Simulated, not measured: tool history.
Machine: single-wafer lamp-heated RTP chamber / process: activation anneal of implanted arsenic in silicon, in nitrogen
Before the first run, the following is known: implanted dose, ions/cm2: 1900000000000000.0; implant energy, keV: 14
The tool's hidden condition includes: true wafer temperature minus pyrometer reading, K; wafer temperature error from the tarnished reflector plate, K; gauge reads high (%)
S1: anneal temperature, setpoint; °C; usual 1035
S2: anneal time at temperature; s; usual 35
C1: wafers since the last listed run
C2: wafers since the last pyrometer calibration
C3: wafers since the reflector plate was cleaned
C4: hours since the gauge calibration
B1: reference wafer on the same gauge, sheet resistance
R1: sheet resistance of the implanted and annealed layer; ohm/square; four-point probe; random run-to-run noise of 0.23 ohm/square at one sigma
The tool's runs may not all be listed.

run 1 hour=0.0 | S1=1044 S2=30 | C1=0 C2=1450 C3=12797 C4=1356.4 | B1=63.43 | R1=69.51
-- hour=17.8 gauge calibrated
run 2 hour=60.2 | S1=1050 S2=35 | C1=713 C2=2164 C3=13511 C4=42.4 | B1=63.42 | R1=65.05
run 3 hour=115.0 | S1=1050 S2=35 | C1=649 C2=2814 C3=14160 C4=97.2 | B1=63.39 | R1=64.71
run 4 hour=180.9 | S1=1050 S2=35 | C1=781 C2=3595 C3=14942 C4=163.1 | B1=63.40 | R1=64.53
run 5 hour=230.7 | S1=1035 S2=35 | C1=590 C2=4185 C3=15532 C4=212.9 | B1=63.42 | R1=69.38
-- hour=255.8 reflector plate cleaned
run 6 hour=291.5 | S1=1035 S2=35 | C1=625 C2=4811 C3=423 C4=273.7 | B1=63.46 | R1=71.18
run 7 hour=318.6 | S1=1035 S2=35 | C1=321 C2=5133 C3=744 C4=300.8 | B1=63.44 | R1=71.02
run 8 hour=359.3 | S1=1042 S2=35 | C1=482 C2=5615 C3=1226 C4=341.5 | B1=63.39 | R1=68.23
run 9 hour=397.9 | S1=1042 S2=35 | C1=457 C2=6073 C3=1684 C4=380.1 | B1=63.38 | R1=68.41
run 10 hour=447.6 | S1=1042 S2=35 | C1=589 C2=6662 C3=2273 C4=429.8 | B1=63.41 | R1=68.39
-- hour=461.5 pyrometer window cleaned and pyrometer calibrated
run 11 hour=513.1 | S1=1035 S2=48 | C1=681 C2=611 C3=2955 C4=495.3 | B1=63.43 | R1=68.24
run 12 hour=545.2 | S1=1035 S2=35 | C1=380 C2=992 C3=3335 C4=527.4 | B1=63.40 | R1=73.14
run 13 hour=613.6 | S1=1035 S2=35 | C1=810 C2=1803 C3=4146 C4=595.8 | B1=63.40 | R1=72.05
run 14 hour=681.8 | S1=1046 S2=30 | C1=808 C2=2611 C3=4955 C4=664.0 | B1=63.37 | R1=69.90
run 15 hour=726.7 | S1=1047 S2=44 | C1=532 C2=3144 C3=5487 C4=708.9 | B1=63.40 | R1=64.23
run 16 hour=797.9 | S1=1035 S2=35 | C1=844 C2=3988 C3=6331 C4=780.1 | B1=63.43 | R1=71.09
run 17 hour=842.8 | S1=1016 S2=52 | C1=532 C2=4520 C3=6864 C4=825.0 | B1=63.39 | R1=72.92
run 18 hour=903.7 | S1=1006 S2=28 | C1=721 C2=5242 C3=7586 C4=885.9 | B1=63.42 | R1=89.12
-- hour=1018.7 pyrometer window cleaned and pyrometer calibrated
run 19 hour=1032.8 | S1=1042 S2=35 | C1=1435 C2=167 C3=9021 C4=1015.0 | B1=63.40 | R1=70.14
run 20 hour=1117.0 | S1=1035 S2=35 | C1=998 C2=1165 C3=10019 C4=1099.2 | B1=63.39 | R1=72.20
run 21 hour=1160.8 | S1=1047 S2=28 | C1=519 C2=1684 C3=10539 C4=1143.0 | B1=63.35 | R1=70.04
run 22 hour=1213.3 | S1=1025 S2=19 | C1=622 C2=2307 C3=11161 C4=1195.5 | B1=63.40 | R1=86.44
run 23 hour=1352.1 | S1=1011 S2=35 | C1=1645 C2=3952 C3=12807 C4=1334.3 | B1=63.40 | R1=80.79
-- hour=1372.0 reflector plate cleaned
run 24 hour=1412.9 | S1=1020 S2=35 | C1=625 C2=4578 C3=485 C4=1395.1 | B1=63.35 | R1=77.77
run 25 hour=1465.2 | S1=1035 S2=21 | C1=620 C2=5198 C3=1105 C4=1447.4 | B1=63.41 | R1=79.86
-- hour=1521.2 pyrometer window cleaned and pyrometer calibrated
run 26 hour=1536.6 | S1=1035 S2=35 | C1=751 C2=182 C3=1856 C4=1518.8 | B1=63.39 | R1=73.62
-- hour=1557.5 gauge calibrated
run 27 hour=1564.1 | S1=1035 S2=35 | C1=326 C2=508 C3=2182 C4=6.6 | B1=63.41 | R1=73.63
run 28 hour=1610.2 | S1=1047 S2=35 | C1=546 C2=1055 C3=2729 C4=52.7 | B1=63.46 | R1=68.16
run 29 hour=1666.3 | S1=1019 S2=27 | C1=665 C2=1720 C3=3394 C4=108.8 | B1=63.40 | R1=84.64
run 30 hour=1737.5 | S1=1060 S2=48 | C1=844 C2=2564 C3=4238 C4=180.0 | B1=63.40 | R1=59.29
run 31 hour=1778.6 | S1=1035 S2=22 | C1=487 C2=3051 C3=4725 C4=221.1 | B1=63.42 | R1=79.84
run 32 hour=1809.0 | S1=1047 S2=20 | C1=360 C2=3411 C3=5086 C4=251.5 | B1=63.39 | R1=75.68
run 33 hour=1837.8 | S1=1007 S2=46 | C1=341 C2=3753 C3=5427 C4=280.3 | B1=63.43 | R1=79.56
run 34 hour=1878.9 | S1=1054 S2=19 | C1=487 C2=4240 C3=5914 C4=321.4 | B1=63.39 | R1=73.40
run 35 hour=2041.9 | S1=1009 S2=26 | C1=1932 C2=6172 C3=7847 C4=484.4 | B1=63.39 | R1=88.72
-- hour=2065.9 pyrometer window cleaned and pyrometer calibrated
run 36 hour=2108.0 | S1=1009 S2=35 | C1=688 C2=499 C3=8536 C4=550.5 | B1=63.41 | R1=85.63
run 37 hour=2144.2 | S1=1035 S2=35 | C1=429 C2=928 C3=8965 C4=586.7 | B1=63.43 | R1=72.03

Branching from run 37: 4 alternative next runs. What would each branch give?
run A hour=2144.6 | S1=1035 S2=35 | C1=4 C2=933 C3=8970 C4=587.1 | B1=? | R1=?
run B hour=2144.6 | S1=1054 S2=50 | C1=4 C2=933 C3=8970 C4=587.1 | B1=? | R1=?
run C hour=2144.6 | S1=1063 S2=35 | C1=4 C2=933 C3=8970 C4=587.1 | B1=? | R1=?
run D hour=2144.6 | S1=1060 S2=43 | C1=4 C2=933 C3=8970 C4=587.1 | B1=? | R1=?

run=A B1=63.38 R1=72.45
run=B B1=63.38 R1=60.91
run=C B1=63.38 R1=62.57
run=D B1=63.38 R1=60.99
With no hidden state in the tool, these same runs would have given:
run=A R1=74.55
run=B R1=62.32
run=C R1=64.07
run=D R1=62.40
